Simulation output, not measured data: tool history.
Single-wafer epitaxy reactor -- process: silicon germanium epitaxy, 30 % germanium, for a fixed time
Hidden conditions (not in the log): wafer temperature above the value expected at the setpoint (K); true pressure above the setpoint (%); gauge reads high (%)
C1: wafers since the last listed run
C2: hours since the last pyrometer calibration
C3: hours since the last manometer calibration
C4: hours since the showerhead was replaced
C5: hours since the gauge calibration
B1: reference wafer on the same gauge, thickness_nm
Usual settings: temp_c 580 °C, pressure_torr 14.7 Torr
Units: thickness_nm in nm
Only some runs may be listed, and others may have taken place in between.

run 1 hour=0 | temp_c=580 pressure_torr=14.7 | C1=0 C2=1251.3 C3=2455.2 C4=4988.8 C5=169.6 | B1=46.882 | thickness_nm=40.245
run 2 hour=10.3 | temp_c=580 pressure_torr=14.7 | C1=174 C2=1261.6 C3=2465.5 C4=4999.1 C5=179.9 | B1=46.957 | thickness_nm=40.084
run 3 hour=28.2 | temp_c=580 pressure_torr=14.7 | C1=304 C2=1279.5 C3=2483.4 C4=5017 C5=197.8 | B1=46.897 | thickness_nm=40.162
run 4 hour=38 | temp_c=580 pressure_torr=14.7 | C1=166 C2=1289.3 C3=2493.2 C4=5026.8 C5=207.6 | B1=46.936 | thickness_nm=39.885
run 5 hour=79.4 | temp_c=591 pressure_torr=13.3 | C1=703 C2=1330.7 C3=2534.6 C4=5068.2 C5=249 | B1=46.879 | thickness_nm=47.262
run 6 hour=96.1 | temp_c=570 pressure_torr=14.7 | C1=283 C2=1347.4 C3=2551.3 C4=5084.9 C5=265.7 | B1=46.894 | thickness_nm=33.681
run 7 hour=109 | temp_c=570 pressure_torr=14.7 | C1=219 C2=1360.3 C3=2564.2 C4=5097.8 C5=278.6 | B1=46.844 | thickness_nm=33.632
-- hour=120.7 showerhead replaced
run 8 hour=121.4 | temp_c=570 pressure_torr=14.7 | C1=74 C2=1372.7 C3=2576.6 C4=0.7 C5=291 | B1=46.95 | thickness_nm=33.978
run 9 hour=127.7 | temp_c=580 pressure_torr=14.7 | C1=107 C2=1379 C3=2582.9 C4=7 C5=297.3 | B1=46.912 | thickness_nm=40.283
run 10 hour=135.1 | temp_c=580 pressure_torr=14.7 | C1=125 C2=1386.4 C3=2590.3 C4=14.4 C5=304.7 | B1=46.881 | thickness_nm=40.332
run 11 hour=141.5 | temp_c=580 pressure_torr=14.7 | C1=108 C2=1392.8 C3=2596.7 C4=20.8 C5=311.1 | B1=46.849 | thickness_nm=40.059
run 12 hour=156.3 | temp_c=580 pressure_torr=14.7 | C1=251 C2=1407.6 C3=2611.5 C4=35.6 C5=325.9 | B1=46.897 | thickness_nm=40.28
run 13 hour=164.2 | temp_c=580 pressure_torr=14.7 | C1=134 C2=1415.5 C3=2619.4 C4=43.5 C5=333.8 | B1=46.899 | thickness_nm=40.291
run 14 hour=171.3 | temp_c=580 pressure_torr=14.7 | C1=120 C2=1422.6 C3=2626.5 C4=50.6 C5=340.9 | B1=46.835 | thickness_nm=40.088
run 15 hour=181.8 | temp_c=580 pressure_torr=14.7 | C1=178 C2=1433.1 C3=2637 C4=61.1 C5=351.4 | B1=46.876 | thickness_nm=40.218
-- hour=190.2 capacitance manometer re-zeroed and calibrated
run 16 hour=192.5 | temp_c=566 pressure_torr=11.9 | C1=45 C2=1443.8 C3=2.3 C4=71.8 C5=362.1 | B1=46.922 | thickness_nm=30.045
run 17 hour=203.6 | temp_c=568 pressure_torr=17 | C1=188 C2=1454.9 C3=13.4 C4=82.9 C5=373.2 | B1=46.883 | thickness_nm=33.653
run 18 hour=218.1 | temp_c=592 pressure_torr=16 | C1=246 C2=1469.4 C3=27.9 C4=97.4 C5=387.7 | B1=46.866 | thickness_nm=50.33
run 19 hour=234.9 | temp_c=573 pressure_torr=18.2 | C1=285 C2=1486.2 C3=44.7 C4=114.2 C5=404.5 | B1=46.871 | thickness_nm=37.465
run 20 hour=241.1 | temp_c=573 pressure_torr=12 | C1=105 C2=1492.4 C3=50.9 C4=120.4 C5=410.7 | B1=46.93 | thickness_nm=34.024
run 21 hour=251.7 | temp_c=591 pressure_torr=12.6 | C1=180 C2=1503 C3=61.5 C4=131 C5=421.3 | B1=46.878 | thickness_nm=46.605
-- hour=266.5 gauge calibrated
run 22 hour=268 | temp_c=590 pressure_torr=18.1 | C1=276 C2=1519.3 C3=77.8 C4=147.3 C5=1.5 | B1=46.961 | thickness_nm=49.696
run 23 hour=279.3 | temp_c=584 pressure_torr=17.3 | C1=191 C2=1530.6 C3=89.1 C4=158.6 C5=12.8 | B1=46.955 | thickness_nm=44.525
-- hour=294.6 pyrometer calibrated
run 24 hour=295.7 | temp_c=580 pressure_torr=14.7 | C1=142 C2=1.1 C3=105.5 C4=175 C5=29.2 | B1=46.825 | thickness_nm=40.067
run 25 hour=310 | temp_c=591 pressure_torr=16.7 | C1=242 C2=15.4 C3=119.8 C4=189.3 C5=43.5 | B1=46.889 | thickness_nm=49.684
run 26 hour=321 | temp_c=580 pressure_torr=14.7 | C1=186 C2=26.4 C3=130.8 C4=200.3 C5=54.5 | B1=46.985 | thickness_nm=40.263
run 27 hour=329.1 | temp_c=590 pressure_torr=12.4 | C1=137 C2=34.5 C3=138.9 C4=208.4 C5=62.6 | B1=46.917 | thickness_nm=45.535
run 28 hour=342.8 | temp_c=576 pressure_torr=11.3 | C1=232 C2=48.2 C3=152.6 C4=222.1 C5=76.3 | B1=46.918 | thickness_nm=35.546
run 29 hour=355 | temp_c=580 pressure_torr=14.7 | C1=207 C2=60.4 C3=164.8 C4=234.3 C5=88.5 | B1=46.866 | thickness_nm=40.175
run 30 hour=372.8 | temp_c=589 pressure_torr=17.8 | C1=302 C2=78.2 C3=182.6 C4=252.1 C5=106.3 | B1=46.949 | thickness_nm=49.016

Here are 5 independent what-if runs from the current tool condition. What would each one return?
run A hour=373.2 | temp_c=580 pressure_torr=17.4 | C1=6 C2=78.6 C3=183 C4=252.5 C5=106.7 | B1=? | thickness_nm=?
run B hour=373.2 | temp_c=573 pressure_torr=17.3 | C1=6 C2=78.6 C3=183 C4=252.5 C5=106.7 | B1=? | thickness_nm=?
run C hour=373.2 | temp_c=572 pressure_torr=14.7 | C1=6 C2=78.6 C3=183 C4=252.5 C5=106.7 | B1=? | thickness_nm=?
run D hour=373.2 | temp_c=573 pressure_torr=16.2 | C1=6 C2=78.6 C3=183 C4=252.5 C5=106.7 | B1=? | thickness_nm=?
run E hour=373.2 | temp_c=586 pressure_torr=17.6 | C1=6 C2=78.6 C3=183 C4=252.5 C5=106.7 | B1=? | thickness_nm=?

run=A B1=46.925 thickness_nm=41.892
run=B B1=46.925 thickness_nm=37.148
run=C B1=46.925 thickness_nm=35.087
run=D B1=46.925 thickness_nm=36.543
run=E B1=46.925 thickness_nm=46.451
Take away the tool's hidden state, keep each run's random variation, and the runs would have read:
run=A thickness_nm=41.892
run=B thickness_nm=37.148
run=C thickness_nm=35.087
run=D thickness_nm=36.543
run=E thickness_nm=46.451

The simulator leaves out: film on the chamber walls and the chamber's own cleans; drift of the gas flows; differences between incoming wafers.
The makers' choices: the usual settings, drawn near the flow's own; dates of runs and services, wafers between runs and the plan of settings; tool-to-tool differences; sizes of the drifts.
